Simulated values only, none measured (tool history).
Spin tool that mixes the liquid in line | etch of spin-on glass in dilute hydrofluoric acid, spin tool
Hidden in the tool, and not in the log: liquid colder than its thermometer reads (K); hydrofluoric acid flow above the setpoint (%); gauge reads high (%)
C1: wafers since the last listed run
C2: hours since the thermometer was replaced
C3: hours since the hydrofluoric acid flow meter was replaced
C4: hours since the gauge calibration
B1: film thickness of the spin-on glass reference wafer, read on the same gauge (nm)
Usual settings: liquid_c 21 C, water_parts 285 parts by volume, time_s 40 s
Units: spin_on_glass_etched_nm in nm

Run 1, hour 0: usual settings; C1 0; C2 2093.4; C3 644.7; C4 457.5; B1 60.05. Result: spin_on_glass_etched_nm 4.51 nm.
Run 2, hour 12: usual settings; C1 144; C2 2105.4; C3 656.7; C4 469.5; B1 59.99. Result: spin_on_glass_etched_nm 4.54 nm.
Run 3, hour 32.6: usual settings; C1 247; C2 2126; C3 677.3; C4 490.1; B1 60.04. Result: spin_on_glass_etched_nm 4.55 nm.
At hour 44.4: gauge calibrated.
Run 4, hour 59.4: usual settings; C1 322; C2 2152.8; C3 704.1; C4 15; B1 59.99. Result: spin_on_glass_etched_nm 4.56 nm.
Run 5, hour 77.5: usual settings; C1 217; C2 2170.9; C3 722.2; C4 33.1; B1 59.96. Result: spin_on_glass_etched_nm 4.56 nm.
Run 6, hour 95.8: usual settings; C1 219; C2 2189.2; C3 740.5; C4 51.4; B1 59.97. Result: spin_on_glass_etched_nm 4.57 nm.
Run 7, hour 111.1: usual settings; C1 183; C2 2204.5; C3 755.8; C4 66.7; B1 59.97. Result: spin_on_glass_etched_nm 4.54 nm.
Run 8, hour 127.3: usual settings; C1 194; C2 2220.7; C3 772; C4 82.9; B1 60.03. Result: spin_on_glass_etched_nm 4.54 nm.
Run 9, hour 155.4: usual settings; C1 337; C2 2248.8; C3 800.1; C4 111; B1 59.96. Result: spin_on_glass_etched_nm 4.58 nm.
Run 10, hour 171.5: usual settings but time_s 25 s; C1 193; C2 2264.9; C3 816.2; C4 127.1; B1 60.02. Result: spin_on_glass_etched_nm 2.84 nm.
Run 11, hour 203.6: usual settings; C1 385; C2 2297; C3 848.3; C4 159.2; B1 60.03. Result: spin_on_glass_etched_nm 4.6 nm.
Run 12, hour 226.4: usual settings; C1 274; C2 2319.8; C3 871.1; C4 182; B1 60.02. Result: spin_on_glass_etched_nm 4.56 nm.
At hour 281: hydrofluoric acid flow meter replaced.
Run 13, hour 293.9: usual settings but water_parts 185 parts by volume; C1 799; C2 2387.3; C3 12.9; C4 249.5; B1 59.99. Result: spin_on_glass_etched_nm 7.25 nm.
Run 14, hour 323.9: usual settings but water_parts 185 parts by volume; C1 360; C2 2417.3; C3 42.9; C4 279.5; B1 59.98. Result: spin_on_glass_etched_nm 7.34 nm.
Run 15, hour 339.6: usual settings; C1 188; C2 2433; C3 58.6; C4 295.2; B1 59.98. Result: spin_on_glass_etched_nm 4.29 nm.
Run 16, hour 357.1: usual settings; C1 210; C2 2450.5; C3 76.1; C4 312.7; B1 59.98. Result: spin_on_glass_etched_nm 4.3 nm.
Run 17, hour 390.5: usual settings; C1 401; C2 2483.9; C3 109.5; C4 346.1; B1 60.02. Result: spin_on_glass_etched_nm 4.37 nm.
Run 18, hour 415.3: usual settings but liquid_c 17.5 C, water_parts 170 parts by volume; C1 298; C2 2508.7; C3 134.3; C4 370.9; B1 60.01. Result: spin_on_glass_etched_nm 6.98 nm.
Run 19, hour 449.5: usual settings but water_parts 200 parts by volume, time_s 50 s; C1 411; C2 2542.9; C3 168.5; C4 405.1; B1 60. Result: spin_on_glass_etched_nm 8.39 nm.
Run 20, hour 470.4: usual settings but liquid_c 18 C, time_s 55 s; C1 251; C2 2563.8; C3 189.4; C4 426; B1 59.99. Result: spin_on_glass_etched_nm 5.33 nm.
Run 21, hour 501.2: usual settings but liquid_c 19.5 C, water_parts 365 parts by volume, time_s 20 s; C1 370; C2 2594.6; C3 220.2; C4 456.8; B1 60.01. Result: spin_on_glass_etched_nm 1.5 nm.
Run 22, hour 524.5: usual settings but liquid_c 17.5 C, time_s 25 s; C1 280; C2 2617.9; C3 243.5; C4 480.1; B1 59.98. Result: spin_on_glass_etched_nm 2.37 nm.
At hour 547: gauge calibrated.
Run 23, hour 553.9: usual settings but time_s 15 s; C1 353; C2 2647.3; C3 272.9; C4 6.9; B1 60.06. Result: spin_on_glass_etched_nm 1.62 nm.
Run 24, hour 573.3: usual settings; C1 233; C2 2666.7; C3 292.3; C4 26.3; B1 59.97. Result: spin_on_glass_etched_nm 4.38 nm.
Run 25, hour 655.8: usual settings; C1 991; C2 2749.2; C3 374.8; C4 108.8; B1 60.03. Result: spin_on_glass_etched_nm 4.37 nm.
At hour 664.7: thermometer replaced.
Run 26, hour 702.3: usual settings but liquid_c 18.5 C, time_s 60 s; C1 546; C2 37.6; C3 421.3; C4 155.3; B1 60.03. Result: spin_on_glass_etched_nm 6.52 nm.
Run 27, hour 725.8: usual settings but liquid_c 18 C, water_parts 170 parts by volume, time_s 20 s; C1 282; C2 61.1; C3 444.8; C4 178.8; B1 59.97. Result: spin_on_glass_etched_nm 3.98 nm.
Run 28, hour 756: usual settings but liquid_c 19 C; C1 362; C2 91.3; C3 475; C4 209; B1 59.98. Result: spin_on_glass_etched_nm 4.48 nm.
Run 29, hour 805.2: usual settings; C1 591; C2 140.5; C3 524.2; C4 258.2; B1 60.02. Result: spin_on_glass_etched_nm 4.8 nm.
Run 30, hour 871.4: usual settings but water_parts 320 parts by volume, time_s 55 s; C1 795; C2 206.7; C3 590.4; C4 324.4; B1 59.97. Result: spin_on_glass_etched_nm 5.7 nm.
Run 31, hour 903: usual settings but liquid_c 17 C, time_s 60 s; C1 379; C2 238.3; C3 622; C4 356; B1 60.01. Result: spin_on_glass_etched_nm 6.16 nm.
Run 32, hour 925.6: usual settings but time_s 50 s; C1 271; C2 260.9; C3 644.6; C4 378.6; B1 59.98. Result: spin_on_glass_etched_nm 5.97 nm.

5 ways to go on from here, each from the tool as it stands after run 32. What would each give?
Run A, hour 926: usual settings but liquid_c 25.5 C; C1 4; C2 261.3; C3 645; C4 379; B1 ?. Result: spin_on_glass_etched_nm ?.
Run B, hour 926: usual settings but liquid_c 17 C, water_parts 390 parts by volume, time_s 30 s; C1 4; C2 261.3; C3 645; C4 379; B1 ?. Result: spin_on_glass_etched_nm ?.
Run C, hour 926: usual settings but liquid_c 17.5 C, water_parts 250 parts by volume; C1 4; C2 261.3; C3 645; C4 379; B1 ?. Result: spin_on_glass_etched_nm ?.
Run D, hour 926: usual settings but time_s 60 s; C1 4; C2 261.3; C3 645; C4 379; B1 ?. Result: spin_on_glass_etched_nm ?.
Run E, hour 926: usual settings but liquid_c 24 C; C1 4; C2 261.3; C3 645; C4 379; B1 ?. Result: spin_on_glass_etched_nm ?.

run     B1  spin_on_glass_etched_nm
  A  60.05                     5.74
  B  60.05                     2.12
  C  60.05                     5.03
  D  60.05                     7.33
  E  60.05                     5.45
Without the tool's hidden state the same runs would have given:
run  spin_on_glass_etched_nm
  A                      5.6
  B                     2.07
  C                     4.93
  D                     7.16
  E                     5.31
